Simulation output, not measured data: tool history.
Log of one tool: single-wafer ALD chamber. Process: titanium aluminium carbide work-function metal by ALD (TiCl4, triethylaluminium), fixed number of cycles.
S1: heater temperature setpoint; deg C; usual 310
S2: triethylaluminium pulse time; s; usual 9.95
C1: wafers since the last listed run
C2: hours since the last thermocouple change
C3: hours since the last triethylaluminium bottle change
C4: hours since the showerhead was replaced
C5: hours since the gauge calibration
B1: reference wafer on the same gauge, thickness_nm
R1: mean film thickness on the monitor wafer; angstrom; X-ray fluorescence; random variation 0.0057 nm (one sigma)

{"run": 1, "hour": 0.0, "S1": 304, "S2": 9.95, "C1": 0, "C2": 612.0, "C3": 1391.5, "C4": 5026.1, "C5": 186.2, "B1": 1.99, "R1": 21.2}
{"run": 2, "hour": 21.8, "S1": 304, "S2": 9.95, "C1": 147, "C2": 633.8, "C3": 1413.3, "C4": 5047.9, "C5": 208.0, "B1": 1.989, "R1": 21.05}
{"run": 3, "hour": 52.0, "S1": 304, "S2": 9.95, "C1": 204, "C2": 664.0, "C3": 1443.5, "C4": 5078.1, "C5": 238.2, "B1": 1.99, "R1": 21.08}
{"run": 4, "hour": 86.8, "S1": 310, "S2": 9.95, "C1": 235, "C2": 698.8, "C3": 1478.3, "C4": 5112.9, "C5": 273.0, "B1": 1.99, "R1": 21.62}
{"run": 5, "hour": 119.6, "S1": 310, "S2": 9.95, "C1": 222, "C2": 731.6, "C3": 1511.1, "C4": 5145.7, "C5": 305.8, "B1": 1.989, "R1": 21.6}
{"run": 6, "hour": 151.8, "S1": 307, "S2": 9.95, "C1": 218, "C2": 763.8, "C3": 1543.3, "C4": 5177.9, "C5": 338.0, "B1": 1.99, "R1": 21.28}
{"run": 7, "hour": 174.8, "S1": 310, "S2": 12.97, "C1": 155, "C2": 786.8, "C3": 1566.3, "C4": 5200.9, "C5": 361.0, "B1": 1.99, "R1": 22.72}
{"run": 8, "hour": 236.4, "S1": 310, "S2": 12.97, "C1": 417, "C2": 848.4, "C3": 1627.9, "C4": 5262.5, "C5": 422.6, "B1": 1.99, "R1": 22.81}
{"run": 9, "hour": 266.9, "S1": 310, "S2": 12.97, "C1": 206, "C2": 878.9, "C3": 1658.4, "C4": 5293.0, "C5": 453.1, "B1": 1.99, "R1": 22.87}
{"run": 10, "hour": 297.3, "S1": 310, "S2": 9.95, "C1": 205, "C2": 909.3, "C3": 1688.8, "C4": 5323.4, "C5": 483.5, "B1": 1.99, "R1": 21.6}
{"run": 11, "hour": 329.3, "S1": 310, "S2": 9.95, "C1": 216, "C2": 941.3, "C3": 1720.8, "C4": 5355.4, "C5": 515.5, "B1": 1.99, "R1": 21.57}
{"run": 12, "hour": 358.8, "S1": 319, "S2": 7.94, "C1": 199, "C2": 970.8, "C3": 1750.3, "C4": 5384.9, "C5": 545.0, "B1": 1.99, "R1": 20.78}
{"hour": 382.0, "done": "gauge calibrated"}
{"hour": 392.4, "done": "showerhead replaced, of another model than before"}
{"run": 13, "hour": 392.9, "S1": 310, "S2": 9.95, "C1": 176, "C2": 1004.9, "C3": 1784.4, "C4": 0.5, "C5": 10.9, "B1": 1.99, "R1": 22.29}
{"run": 14, "hour": 425.7, "S1": 310, "S2": 9.95, "C1": 222, "C2": 1037.7, "C3": 1817.2, "C4": 33.3, "C5": 43.7, "B1": 1.99, "R1": 22.24}
{"run": 15, "hour": 456.5, "S1": 310, "S2": 9.95, "C1": 208, "C2": 1068.5, "C3": 1848.0, "C4": 64.1, "C5": 74.5, "B1": 1.99, "R1": 22.31}
{"run": 16, "hour": 473.4, "S1": 310, "S2": 9.95, "C1": 114, "C2": 1085.4, "C3": 1864.9, "C4": 81.0, "C5": 91.4, "B1": 1.99, "R1": 22.36}
{"hour": 491.4, "done": "thermocouple changed; heater temperature recalibrated"}
{"run": 17, "hour": 493.8, "S1": 310, "S2": 9.95, "C1": 83, "C2": 2.4, "C3": 1885.3, "C4": 101.4, "C5": 111.8, "B1": 1.99, "R1": 22.21}
{"run": 18, "hour": 559.7, "S1": 297, "S2": 11.68, "C1": 446, "C2": 68.3, "C3": 1951.2, "C4": 167.3, "C5": 177.7, "B1": 1.99, "R1": 21.55}
{"run": 19, "hour": 584.8, "S1": 310, "S2": 11.14, "C1": 170, "C2": 93.4, "C3": 1976.3, "C4": 192.4, "C5": 202.8, "B1": 1.99, "R1": 22.58}
{"run": 20, "hour": 618.3, "S1": 310, "S2": 11.67, "C1": 226, "C2": 126.9, "C3": 2009.8, "C4": 225.9, "C5": 236.3, "B1": 1.991, "R1": 22.68}
{"run": 21, "hour": 642.6, "S1": 304, "S2": 7.57, "C1": 164, "C2": 151.2, "C3": 2034.1, "C4": 250.2, "C5": 260.6, "B1": 1.99, "R1": 20.97}
{"hour": 656.3, "done": "triethylaluminium bottle replaced"}
{"run": 22, "hour": 669.1, "S1": 318, "S2": 8.49, "C1": 125, "C2": 177.7, "C3": 12.8, "C4": 276.7, "C5": 287.1, "B1": 1.99, "R1": 23.14}
{"run": 23, "hour": 691.1, "S1": 323, "S2": 11.37, "C1": 149, "C2": 199.7, "C3": 34.8, "C4": 298.7, "C5": 309.1, "B1": 1.991, "R1": 24.11}
{"run": 24, "hour": 726.1, "S1": 314, "S2": 5.99, "C1": 237, "C2": 234.7, "C3": 69.8, "C4": 333.7, "C5": 344.1, "B1": 1.99, "R1": 21.99}
{"run": 25, "hour": 752.0, "S1": 297, "S2": 8.82, "C1": 175, "C2": 260.6, "C3": 95.7, "C4": 359.6, "C5": 370.0, "B1": 1.99, "R1": 21.39}
{"run": 26, "hour": 785.1, "S1": 310, "S2": 9.95, "C1": 224, "C2": 293.7, "C3": 128.8, "C4": 392.7, "C5": 403.1, "B1": 1.99, "R1": 22.73}
{"run": 27, "hour": 809.3, "S1": 296, "S2": 6.97, "C1": 163, "C2": 317.9, "C3": 153.0, "C4": 416.9, "C5": 427.3, "B1": 1.991, "R1": 20.74}
{"run": 28, "hour": 832.7, "S1": 322, "S2": 6.36, "C1": 158, "C2": 341.3, "C3": 176.4, "C4": 440.3, "C5": 450.7, "B1": 1.99, "R1": 22.65}
{"run": 29, "hour": 854.1, "S1": 316, "S2": 12.32, "C1": 144, "C2": 362.7, "C3": 197.8, "C4": 461.7, "C5": 472.1, "B1": 1.989, "R1": 23.49}
{"run": 30, "hour": 875.9, "S1": 301, "S2": 11.44, "C1": 147, "C2": 384.5, "C3": 219.6, "C4": 483.5, "C5": 493.9, "B1": 1.99, "R1": 22.17}
{"run": 31, "hour": 908.3, "S1": 318, "S2": 9.95, "C1": 219, "C2": 416.9, "C3": 252.0, "C4": 515.9, "C5": 526.3, "B1": 1.988, "R1": 23.35}
{"run": 32, "hour": 934.0, "S1": 310, "S2": 9.95, "C1": 174, "C2": 442.6, "C3": 277.7, "C4": 541.6, "C5": 552.0, "B1": 1.99, "R1": 22.54}

Hidden state at the last listed run before each entry between runs and at the first one after, where it differs:
Between runs 12 and 13: gauge calibrated (hour 382.0); showerhead replaced, of another model than before (hour 392.4)
  triethylaluminium dose above that of a fresh bottle (%): -26.5 -> -26.6
  measured less the result without the state, R1: -2.05 -> -0.58 angstrom
Between runs 16 and 17: thermocouple changed; heater temperature recalibrated (hour 491.4)
  no hidden state differs between the two runs
  measured less the result without the state, R1: -0.58 -> -0.58 angstrom
Between runs 21 and 22: triethylaluminium bottle replaced (hour 656.3)
  triethylaluminium dose above that of a fresh bottle (%): -27.1 -> -5.64
  measured less the result without the state, R1: -0.78 -> -0.12 angstrom
